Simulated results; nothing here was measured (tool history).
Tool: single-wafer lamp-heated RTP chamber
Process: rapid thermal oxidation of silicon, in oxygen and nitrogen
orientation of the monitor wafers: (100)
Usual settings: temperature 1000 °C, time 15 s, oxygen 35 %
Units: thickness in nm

| run | day | temperature | time | oxygen | wafers since the last listed run | wafers since the last pyrometer calibration | hours since the oxygen flow controller was replaced | hours since the gauge calibration | read-back reference wafer on the same gauge, thickness | thickness |
|---|---|---|---|---|---|---|---|---|---|---|
| 1 | 0 | 1000 | 15 | 35 | 0 | 5355 | 2734.2 | 165.2 | 2.201 | 2.867 |
| 2 | 1.562 | 1000 | 15 | 35 | 256 | 5612 | 2771.7 | 202.7 | 2.203 | 2.869 |
| 3 | 3.904 | 1000 | 15 | 35 | 383 | 5995 | 2827.9 | 258.9 | 2.199 | 2.858 |
| 4 | 5.325 | 1000 | 21 | 51 | 232 | 6228 | 2862 | 293 | 2.198 | 3.472 |
| 5 | 7.725 | 1000 | 21 | 51 | 393 | 6622 | 2919.6 | 350.6 | 2.197 | 3.485 |
| 6 | 10.479 | 991 | 20 | 35 | 451 | 7073 | 2985.7 | 416.7 | 2.198 | 2.964 |
| 7 | 13.133 | 1000 | 15 | 17 | 435 | 7508 | 3049.4 | 480.4 | 2.203 | 2.526 |
| 8 | 14.275 | 1000 | 15 | 35 | 187 | 7695 | 3076.8 | 507.8 | 2.2 | 2.866 |
|  | 14.642 | gauge calibrated |
| 9 | 15.317 | 1000 | 15 | 35 | 170 | 7866 | 3101.8 | 16.2 | 2.198 | 2.863 |
|  | 16.067 | pyrometer window cleaned and pyrometer calibrated |
| 10 | 18.096 | 1000 | 15 | 35 | 400 | 332 | 3168.5 | 82.9 | 2.2 | 2.799 |
| 11 | 19.121 | 1000 | 15 | 35 | 168 | 500 | 3193.1 | 107.5 | 2.2 | 2.792 |
| 12 | 20.254 | 1027 | 20 | 54 | 185 | 686 | 3220.3 | 134.7 | 2.201 | 3.986 |
| 13 | 22.188 | 1000 | 15 | 35 | 316 | 1003 | 3266.7 | 181.1 | 2.199 | 2.807 |
|  | 23.475 | oxygen flow controller replaced |
| 14 | 24.554 | 1000 | 21 | 35 | 333 | 1336 | 25.9 | 237.9 | 2.2 | 3.102 |
| 15 | 26.792 | 1000 | 15 | 21 | 366 | 1703 | 79.6 | 291.6 | 2.2 | 2.605 |
| 16 | 28.167 | 1000 | 12 | 35 | 225 | 1928 | 112.6 | 324.6 | 2.2 | 2.685 |
| 17 | 30.354 | 1017 | 19 | 43 | 358 | 2287 | 165.1 | 377.1 | 2.2 | 3.511 |
| 18 | 33.208 | 1020 | 8 | 17 | 467 | 2755 | 233.6 | 445.6 | 2.2 | 2.373 |

Some steps in thickness between neighbouring runs. How much of each would the tool show without its hidden state too (settings, what came in, random variation), and how much is left for the hidden state, with any gauge scatter that isn't in both results?
The hidden state here: true wafer temperature minus pyrometer reading, K; deviation of the oxygen flow from its setpoint, %; gauge reads high (%).
Run 11 -> 12: temperature 1000 -> 1027, time 15 -> 20, oxygen 35 -> 54. thickness +1.194 nm: hidden state +0.074, all else +1.12.
Run 17 -> 18: temperature 1017 -> 1020, time 19 -> 8, oxygen 43 -> 17. thickness -1.138 nm: hidden state -0.117, all else -1.021.
